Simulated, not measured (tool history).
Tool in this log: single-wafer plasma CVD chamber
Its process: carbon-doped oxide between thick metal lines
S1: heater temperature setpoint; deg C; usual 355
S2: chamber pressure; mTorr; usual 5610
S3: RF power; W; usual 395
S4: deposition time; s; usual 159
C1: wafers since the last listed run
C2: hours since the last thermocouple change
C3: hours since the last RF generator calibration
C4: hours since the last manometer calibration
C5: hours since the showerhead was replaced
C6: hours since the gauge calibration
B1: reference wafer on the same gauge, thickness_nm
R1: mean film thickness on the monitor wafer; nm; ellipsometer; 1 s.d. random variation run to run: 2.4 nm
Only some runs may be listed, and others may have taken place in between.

run 1 hour=0 | S1=355 S2=5610 S3=395 S4=159 | C1=0 C2=1277.4 C3=2014.2 C4=2279.7 C5=3729 C6=129.3 | B1=577.78 | R1=695.783
run 2 hour=12.1 | S1=355 S2=5610 S3=395 S4=159 | C1=126 C2=1289.5 C3=2026.3 C4=2291.8 C5=3741.1 C6=141.4 | B1=578.153 | R1=694.725
run 3 hour=18.1 | S1=355 S2=5610 S3=395 S4=159 | C1=62 C2=1295.5 C3=2032.3 C4=2297.8 C5=3747.1 C6=147.4 | B1=577.795 | R1=693.692
run 4 hour=30.2 | S1=355 S2=5610 S3=395 S4=159 | C1=126 C2=1307.6 C3=2044.4 C4=2309.9 C5=3759.2 C6=159.5 | B1=578.177 | R1=694.328
run 5 hour=45.1 | S1=355 S2=5610 S3=395 S4=159 | C1=155 C2=1322.5 C3=2059.3 C4=2324.8 C5=3774.1 C6=174.4 | B1=578.283 | R1=690.623
run 6 hour=60.9 | S1=355 S2=5610 S3=395 S4=159 | C1=164 C2=1338.3 C3=2075.1 C4=2340.6 C5=3789.9 C6=190.2 | B1=578.442 | R1=689.583
run 7 hour=72.8 | S1=355 S2=5610 S3=395 S4=159 | C1=123 C2=1350.2 C3=2087 C4=2352.5 C5=3801.8 C6=202.1 | B1=578.888 | R1=698.687
run 8 hour=85.1 | S1=355 S2=5610 S3=395 S4=159 | C1=128 C2=1362.5 C3=2099.3 C4=2364.8 C5=3814.1 C6=214.4 | B1=577.893 | R1=694.389
-- hour=103.5 capacitance manometer re-zeroed and calibrated
run 9 hour=104 | S1=355 S2=5610 S3=395 S4=159 | C1=113 C2=1381.4 C3=2118.2 C4=0.5 C5=3833 C6=233.3 | B1=577.971 | R1=695.864
-- hour=110.8 gauge calibrated
-- hour=114 thermocouple changed; heater temperature recalibrated
-- hour=115.8 showerhead replaced
run 10 hour=116.3 | S1=355 S2=5610 S3=395 S4=159 | C1=26 C2=2.3 C3=2130.5 C4=12.8 C5=0.5 C6=5.5 | B1=578.177 | R1=692.461
run 11 hour=125.6 | S1=355 S2=5610 S3=395 S4=159 | C1=96 C2=11.6 C3=2139.8 C4=22.1 C5=9.8 C6=14.8 | B1=578.334 | R1=692.216
run 12 hour=136.2 | S1=355 S2=6440 S3=395 S4=159 | C1=110 C2=22.2 C3=2150.4 C4=32.7 C5=20.4 C6=25.4 | B1=578.459 | R1=702.47
run 13 hour=151.9 | S1=355 S2=5610 S3=395 S4=159 | C1=163 C2=37.9 C3=2166.1 C4=48.4 C5=36.1 C6=41.1 | B1=577.977 | R1=691.118
run 14 hour=160.4 | S1=359 S2=5610 S3=395 S4=159 | C1=88 C2=46.4 C3=2174.6 C4=56.9 C5=44.6 C6=49.6 | B1=577.611 | R1=690.967
run 15 hour=170.4 | S1=345 S2=5610 S3=370 S4=181 | C1=104 C2=56.4 C3=2184.6 C4=66.9 C5=54.6 C6=59.6 | B1=577.576 | R1=772.199
run 16 hour=193.5 | S1=359 S2=5610 S3=395 S4=159 | C1=240 C2=79.5 C3=2207.7 C4=90 C5=77.7 C6=82.7 | B1=578.343 | R1=685.173
run 17 hour=206.2 | S1=342 S2=5990 S3=445 S4=128 | C1=132 C2=92.2 C3=2220.4 C4=102.7 C5=90.4 C6=95.4 | B1=578.3 | R1=642.075
run 18 hour=223.8 | S1=355 S2=5610 S3=460 S4=159 | C1=183 C2=109.8 C3=2238 C4=120.3 C5=108 C6=113 | B1=577.617 | R1=779.748
run 19 hour=238.7 | S1=369 S2=5610 S3=330 S4=159 | C1=155 C2=124.7 C3=2252.9 C4=135.2 C5=122.9 C6=127.9 | B1=578.049 | R1=575.891
run 20 hour=290.6 | S1=366 S2=5610 S3=450 S4=159 | C1=540 C2=176.6 C3=2304.8 C4=187.1 C5=174.8 C6=179.8 | B1=577.694 | R1=746.299
-- hour=307.1 RF generator calibrated
run 21 hour=307.6 | S1=355 S2=5610 S3=395 S4=159 | C1=93 C2=193.6 C3=0.5 C4=204.1 C5=191.8 C6=196.8 | B1=577.925 | R1=696.966
run 22 hour=322.7 | S1=360 S2=5100 S3=320 S4=136 | C1=157 C2=208.7 C3=15.6 C4=219.2 C5=206.9 C6=211.9 | B1=577.857 | R1=493.735
run 23 hour=334 | S1=355 S2=5610 S3=395 S4=159 | C1=117 C2=220 C3=26.9 C4=230.5 C5=218.2 C6=223.2 | B1=578.126 | R1=693.796
run 24 hour=351.3 | S1=348 S2=6220 S3=395 S4=159 | C1=180 C2=237.3 C3=44.2 C4=247.8 C5=235.5 C6=240.5 | B1=578.597 | R1=712.173
run 25 hour=360.8 | S1=355 S2=6950 S3=395 S4=159 | C1=98 C2=246.8 C3=53.7 C4=257.3 C5=245 C6=250 | B1=578.242 | R1=703.123
run 26 hour=378.6 | S1=344 S2=5240 S3=430 S4=159 | C1=185 C2=264.6 C3=71.5 C4=275.1 C5=262.8 C6=267.8 | B1=577.951 | R1=762.474
run 27 hour=391.6 | S1=355 S2=4660 S3=395 S4=172 | C1=135 C2=277.6 C3=84.5 C4=288.1 C5=275.8 C6=280.8 | B1=577.935 | R1=743.349
run 28 hour=404.1 | S1=348 S2=6450 S3=330 S4=185 | C1=130 C2=290.1 C3=97 C4=300.6 C5=288.3 C6=293.3 | B1=578.273 | R1=719.469
run 29 hour=413.2 | S1=368 S2=5610 S3=395 S4=159 | C1=94 C2=299.2 C3=106.1 C4=309.7 C5=297.4 C6=302.4 | B1=577.664 | R1=668.534

Below are 4 alternative next runs, each starting from the tool's condition after run 29. Predict each:
run A hour=413.6 | S1=355 S2=6710 S3=395 S4=159 | C1=4 C2=299.6 C3=106.5 C4=310.1 C5=297.8 C6=302.8 | B1=? | R1=?
run B hour=413.6 | S1=355 S2=4750 S3=395 S4=159 | C1=4 C2=299.6 C3=106.5 C4=310.1 C5=297.8 C6=302.8 | B1=? | R1=?
run C hour=413.6 | S1=355 S2=5610 S3=425 S4=159 | C1=4 C2=299.6 C3=106.5 C4=310.1 C5=297.8 C6=302.8 | B1=? | R1=?
run D hour=413.6 | S1=355 S2=4360 S3=395 S4=159 | C1=4 C2=299.6 C3=106.5 C4=310.1 C5=297.8 C6=302.8 | B1=? | R1=?

run=A B1=577.592 R1=702.61
run=B B1=577.592 R1=686.831
run=C B1=577.592 R1=735.143
run=D B1=577.592 R1=682.743
Stripped of hidden state, with their random variation kept, the same runs would have yielded:
run=A R1=702.61
run=B R1=686.831
run=C R1=735.143
run=D R1=682.743

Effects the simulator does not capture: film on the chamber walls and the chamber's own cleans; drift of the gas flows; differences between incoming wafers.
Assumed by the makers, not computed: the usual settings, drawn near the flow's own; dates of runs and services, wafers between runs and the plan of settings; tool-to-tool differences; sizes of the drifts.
